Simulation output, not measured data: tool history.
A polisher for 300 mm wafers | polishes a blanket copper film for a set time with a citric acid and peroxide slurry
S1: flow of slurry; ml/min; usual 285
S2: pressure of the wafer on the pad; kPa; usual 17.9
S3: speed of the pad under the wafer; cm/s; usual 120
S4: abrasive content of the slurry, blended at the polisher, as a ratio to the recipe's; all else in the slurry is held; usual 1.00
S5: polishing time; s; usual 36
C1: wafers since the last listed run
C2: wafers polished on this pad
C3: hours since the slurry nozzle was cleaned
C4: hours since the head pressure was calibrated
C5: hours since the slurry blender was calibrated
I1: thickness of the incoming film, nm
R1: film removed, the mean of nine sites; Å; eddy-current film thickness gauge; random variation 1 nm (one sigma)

run   hour   S1    S2   S3    S4  S5   C1    C2     C3     C4     C5      I1    R1
  1    0.0  285  17.9  120  1.00  36    0   377  262.1  661.8  158.1  1164.8   839
  2   14.3  285  17.9  120  1.00  36  179   556  276.4  676.1  172.4  1181.8   835
  3   27.6  285  17.9  120  1.00  36  167   724  289.7  689.4  185.7  1178.8   833
  4   43.4  285  17.9  120  1.00  36  198   922  305.5  705.2  201.5  1167.6   816
  5   57.8  285  17.9  150  1.00  36  181  1103  319.9  719.6  215.9  1178.0   953
  6   67.5  285  17.9  150  1.00  36  121  1225  329.6  729.3  225.6  1166.3   947
  7   84.2  285  17.9  150  1.00  36  209  1435  346.3  746.0  242.3  1183.9   949
      87.2  -- slurry blender recalibrated
      88.4  -- worn pad replaced by a new one
  8  101.9  285  17.9  120  1.00  36  181   169  364.0  763.7   14.7  1149.2   889
  9  108.3  210  17.9  120  0.80  31   80   249  370.4  770.1   21.1  1174.5   697
 10  117.3  285  17.9  120  1.00  36  113   362  379.4  779.1   30.1  1176.7   866
 11  157.8  255  17.9  120  0.80  36  509   871  419.9  819.6   70.6  1185.4   811
 12  173.1  285  17.9  136  1.10  31  192  1064  435.2  834.9   85.9  1188.1   819
 13  184.4  285  17.9  120  1.00  36  142  1206  446.5  846.2   97.2  1188.7   850
     198.2  -- worn pad replaced by a new one
 14  198.7  285  17.9  120  1.00  25  129     5  460.8  860.5  111.5  1176.2   592
 15  201.9  285  24.1  156  0.90  27   40    45  464.0  863.7  114.7  1164.2   951
 16  233.8  285  17.9  120  1.00  36  400   446  495.9  895.6  146.6  1180.5   836
 17  247.3  285  17.9  120  1.00  31  169   616  509.4  909.1  160.1  1175.9   728
 18  265.3  285  17.9  120  1.00  36  226   842  527.4  927.1  178.1  1174.9   845
 19  271.6  285  17.9  120  1.15  36   79   922  533.7  933.4  184.4  1166.4   867
     285.5  -- slurry nozzle cleaned
 20  289.5  285  17.9  144  1.00  36  212  1134    4.0  951.3  202.3  1189.4   945
     306.7  -- head pressure recalibrated
 21  307.2  285  17.9  120  1.00  36  197  1331   21.7    0.5  220.0  1168.7   815
 22  315.9  285  17.9  120  1.00  36  109  1441   30.4    9.2  228.7  1159.1   811
     329.7  -- worn pad replaced by a new one
 23  332.3  285  17.9  150  1.00  47  155    32   46.8   25.6  245.1  1173.6  1249
 24  340.2  285  12.4  120  1.00  26   99   131   54.7   33.5  253.0  1172.2   439
 25  353.0  285  17.9  120  1.00  36  160   292   67.5   46.3  265.8  1167.1   803
 26  365.1  285  17.9  120  1.00  36  152   444   79.6   58.4  277.9  1174.4   811
     374.7  -- slurry blender recalibrated
 27  381.4  200  17.9   92  1.00  29  179   624   95.9   74.7    6.7  1155.6   581
 28  393.3  285  17.9  106  1.20  36  149   774  107.8   86.6   18.6  1161.2   853
 29  420.8  365  17.9  158  1.00  36  345  1119  135.3  114.1   46.1  1147.6  1071
 30  432.1  380  17.9  120  0.85  36  142  1261  146.6  125.4   57.4  1172.0   846

Forecast each of these 4 alternatives for the next run:
  A  432.5  285  17.9  138  1.00  36   5  1266  147.0  125.8  57.8  1191.0   ?
  B  432.5  185  17.9  104  0.80  36   5  1266  147.0  125.8  57.8  1191.0   ?
  C  432.5  285  21.4  120  0.90  36   5  1266  147.0  125.8  57.8  1191.0   ?
  D  432.5  285  13.1  120  1.00  36   5  1266  147.0  125.8  57.8  1191.0   ?

run   R1
  A  930
  B  705
  C  952
  D  659
Without the tool's hidden state the same runs would have given:
run   R1
  A  954
  B  722
  C  976
  D  675

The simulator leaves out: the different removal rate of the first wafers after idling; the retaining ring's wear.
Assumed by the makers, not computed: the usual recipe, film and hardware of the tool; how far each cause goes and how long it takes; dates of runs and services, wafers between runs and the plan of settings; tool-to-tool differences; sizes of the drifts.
